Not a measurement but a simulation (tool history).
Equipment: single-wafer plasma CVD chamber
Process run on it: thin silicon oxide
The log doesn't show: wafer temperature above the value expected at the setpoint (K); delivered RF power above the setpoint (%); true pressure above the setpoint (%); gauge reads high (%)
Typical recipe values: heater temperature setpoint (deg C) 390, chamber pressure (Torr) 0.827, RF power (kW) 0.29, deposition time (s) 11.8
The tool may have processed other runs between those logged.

run    hour  heater temperature setpoint (deg C)  chamber pressure (Torr)  RF power (kW)  deposition time (s)  wafers since the last listed run  hours since the last thermocouple change  hours since the last RF generator calibration  hours since the last manometer calibration  hours since the showerhead was replaced  hours since the gauge calibration  read-back reference wafer on the same gauge, thickness_nm  mean film thickness on the monitor wafer (angstrom)
  1       0                                  390                    0.827           0.29                 11.8                                 0                                    1018.2                                         1018.7                                       414.2                                   5936.8                             1723.7                                                     22.674                                               230.39
  2    99.5                                  390                    0.971           0.29                 11.8                              1827                                    1117.7                                         1118.2                                       513.7                                   6036.3                             1823.2                                                     22.695                                               255.15
  3   153.9                                  390                    0.971           0.29                 11.8                               999                                    1172.1                                         1172.6                                       568.1                                   6090.7                             1877.6                                                     22.706                                               253.15
  4   221.5                                  390                    0.971           0.29                 11.8                              1241                                    1239.7                                         1240.2                                       635.7                                   6158.3                             1945.2                                                     22.722                                               256.26
  5   319.8                                  390                    0.774           0.29                 11.8                              1805                                      1338                                         1338.5                                         734                                   6256.6                             2043.5                                                     22.684                                               218.33
  6   398.8                                  390                    0.827           0.29                 11.8                              1450                                      1417                                         1417.5                                         813                                   6335.6                             2122.5                                                     22.688                                                228.3
      418.7  -- showerhead replaced
      436.5  -- capacitance manometer re-zeroed and calibrated
  7   441.3                                  390                    0.827           0.29                 11.8                               486                                    1459.5                                           1460                                         4.8                                     22.6                               2165                                                      22.68                                               229.52
      500.8  -- gauge calibrated
  8   506.3                                  390                    0.827           0.29                 11.8                              1193                                    1524.5                                           1525                                        69.8                                     87.6                                5.5                                                     22.688                                                228.7
  9   547.5                                  390                    0.827           0.29                 11.8                               756                                    1565.7                                         1566.2                                         111                                    128.8                               46.7                                                     22.718                                               229.24
 10   640.3                                  390                    0.827           0.29                 11.8                              1704                                    1658.5                                           1659                                       203.8                                    221.6                              139.5                                                     22.699                                               229.59
 11   748.1                                  390                     0.97           0.29                 11.8                              1979                                    1766.3                                         1766.8                                       311.6                                    329.4                              247.3                                                     22.695                                               254.44
 12   840.9                                  390                      0.9           0.29                   14                              1704                                    1859.1                                         1859.6                                       404.4                                    422.2                              340.1                                                     22.696                                               287.91
        884  -- thermocouple changed; heater temperature recalibrated
 13     887                                  390                    0.827           0.29                 11.8                               699                                         3                                         1905.7                                       450.5                                    468.3                              386.2                                                     22.703                                               229.09
 14   946.5                                  395                     0.75          0.335                 13.4                              1092                                      62.5                                         1965.2                                         510                                    527.8                              445.7                                                     22.686                                               260.45
 15  1050.6                                  390                    0.827           0.29                 11.8                              1911                                     166.6                                         2069.3                                       614.1                                    631.9                              549.8                                                     22.684                                               229.59
     1086.7  -- RF generator calibrated
 16  1113.7                                  400                    0.892           0.29                 11.8                              1011                                     229.7                                             27                                       677.2                                      695                              612.9                                                     22.713                                               239.35
 17  1197.6                                  379                    1.019           0.25                 13.6                              1540                                     313.6                                          110.9                                       761.1                                    778.9                              696.8                                                     22.713                                               278.26
 18  1286.1                                  390                    0.827           0.29                 11.8                              1625                                     402.1                                          199.4                                       849.6                                    867.4                              785.3                                                     22.706                                               228.33
 19  1491.9                                  383                    0.827           0.32                 10.5                              3779                                     607.9                                          405.2                                      1055.4                                   1073.2                              991.1                                                     22.688                                               215.74
     1500.3  -- capacitance manometer re-zeroed and calibrated
 20  1582.3                                  390                    0.827           0.29                 11.8                              1513                                     698.3                                          495.6                                          82                                   1163.6                             1081.5                                                     22.711                                               227.95
 21  1634.6                                  390                    0.827          0.255                 12.6                               960                                     750.6                                          547.9                                       134.3                                   1215.9                             1133.8                                                     22.693                                               225.68
 22  1705.5                                  390                    0.649           0.31                 13.4                              1302                                     821.5                                          618.8                                       205.2                                   1286.8                             1204.7                                                     22.663                                               226.44
 23  1742.5                                  377                    0.827           0.29                 11.8                               679                                     858.5                                          655.8                                       242.2                                   1323.8                             1241.7                                                     22.681                                               232.32
 24  1788.6                                  390                    0.827           0.29                 11.8                               846                                     904.6                                          701.9                                       288.3                                   1369.9                             1287.8                                                     22.704                                               229.52
 25  1866.6                                  394                    0.682          0.245                  9.9                              1432                                     982.6                                          779.9                                       366.3                                   1447.9                             1365.8                                                     22.679                                               150.37
 26    1913                                  379                    0.827           0.34                 11.8                               852                                      1029                                          826.3                                       412.7                                   1494.3                             1412.2                                                     22.696                                               251.57
 27  1950.4                                  390                    0.827           0.29                  9.9                               686                                    1066.4                                          863.7                                       450.1                                   1531.7                             1449.6                                                     22.717                                               193.01
 28  2021.4                                  396                    0.675           0.34                 11.8                              1303                                    1137.4                                          934.7                                       521.1                                   1602.7                             1520.6                                                     22.704                                               212.65

4 ways to go on from here, each from the tool as it stands after run 28. What would each give?
  A  2021.8                                  390                    0.827           0.29                 11.8                                 7                                    1137.8                                          935.1                                       521.5                                   1603.1                               1521                                                          ?                                                    ?
  B  2021.8                                  385                    0.955           0.29                  9.7                                 7                                    1137.8                                          935.1                                       521.5                                   1603.1                               1521                                                          ?                                                    ?
  C  2021.8                                  386                    0.987           0.29                  9.9                                 7                                    1137.8                                          935.1                                       521.5                                   1603.1                               1521                                                          ?                                                    ?
  D  2021.8                                  390                    0.827           0.26                 11.8                                 7                                    1137.8                                          935.1                                       521.5                                   1603.1                               1521                                                          ?                                                    ?

run  read-back reference wafer on the same gauge, thickness_nm  mean film thickness on the monitor wafer (angstrom)
  A                                                     22.699                                               229.82
  B                                                     22.699                                               208.52
  C                                                     22.699                                               217.38
  D                                                     22.699                                               215.16
What these runs would have given with no unlogged condition in the tool:
run  mean film thickness on the monitor wafer (angstrom)
  A                                               229.82
  B                                               208.52
  C                                               217.38
  D                                               215.16
